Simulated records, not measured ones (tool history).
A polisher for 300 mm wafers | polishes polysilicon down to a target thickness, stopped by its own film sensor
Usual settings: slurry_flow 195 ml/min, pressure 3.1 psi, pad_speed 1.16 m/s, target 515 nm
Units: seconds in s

run	day	slurry_flow	pressure	pad_speed	target	wafers since the last listed run	wafers polished on this pad	hours since the slurry nozzle was cleaned	hours since the head pressure was calibrated	incoming thickness of the incoming film, nm	seconds
1	0.000	195	3.1	1.16	515	0	624	405.9	830.1	941.6	37.9
2	1.958	195	3.1	1.16	515	567	1192	452.9	877.1	936.0	38.2
3	5.508	195	3.1	1.16	515	1029	2221	538.1	962.3	948.5	41.0
# day 6.717: worn pad replaced by a new one
4	9.842	195	3.1	1.16	515	1207	906	642.1	1066.3	945.0	38.8
5	11.392	195	3.1	1.16	515	449	1355	679.3	1103.5	933.1	39.2
6	13.521	195	3.1	1.16	515	617	1972	730.4	1154.6	951.8	41.8
# day 15.854: head pressure recalibrated
# day 16.004: worn pad replaced by a new one
# day 16.821: slurry nozzle cleaned
7	17.621	195	3.6	1.16	515	1108	456	19.2	42.4	947.2	33.5
8	21.833	195	3.8	0.86	515	1221	1677	120.3	143.5	925.6	43.2
9	23.767	195	2.5	0.76	515	560	2237	166.7	189.9	943.3	67.7
# day 25.542: worn pad replaced by a new one
10	26.542	195	3.1	1.16	515	756	290	233.3	256.5	925.8	34.3
11	33.258	255	2.1	1.36	515	1946	2237	394.5	417.7	958.2	42.0
# day 33.783: worn pad replaced by a new one
12	35.738	195	3.1	1.46	515	670	566	454.0	477.2	924.9	27.7
13	38.800	195	3.1	1.16	515	887	1454	527.5	550.7	951.1	39.4
14	40.458	175	3.1	1.16	515	480	1935	567.3	590.5	945.8	40.1
15	41.979	195	3.8	0.86	515	440	2376	603.8	627.0	930.3	46.8
# day 42.471: worn pad replaced by a new one
16	44.008	195	4.1	1.16	515	539	445	652.5	675.7	934.2	29.9
17	47.196	160	3.8	1.34	515	923	1369	729.0	752.2	944.0	30.8

4 ways to go on from here, each from the tool as it stands after run 17. What would each give?
A	47.212	195	3.1	1.16	515	4	1374	729.4	752.6	941.2	?
B	47.212	195	4.1	0.80	515	4	1374	729.4	752.6	941.2	?
C	47.212	195	3.1	1.16	451	4	1374	729.4	752.6	941.2	?
D	47.212	140	3.1	1.16	515	4	1374	729.4	752.6	941.2	?

run	seconds
A	37.6
B	45.7
C	43.3
D	40.0
Without the tool's hidden state the same runs would have given:
run	seconds
A	35.2
B	42.7
C	40.4
D	37.3

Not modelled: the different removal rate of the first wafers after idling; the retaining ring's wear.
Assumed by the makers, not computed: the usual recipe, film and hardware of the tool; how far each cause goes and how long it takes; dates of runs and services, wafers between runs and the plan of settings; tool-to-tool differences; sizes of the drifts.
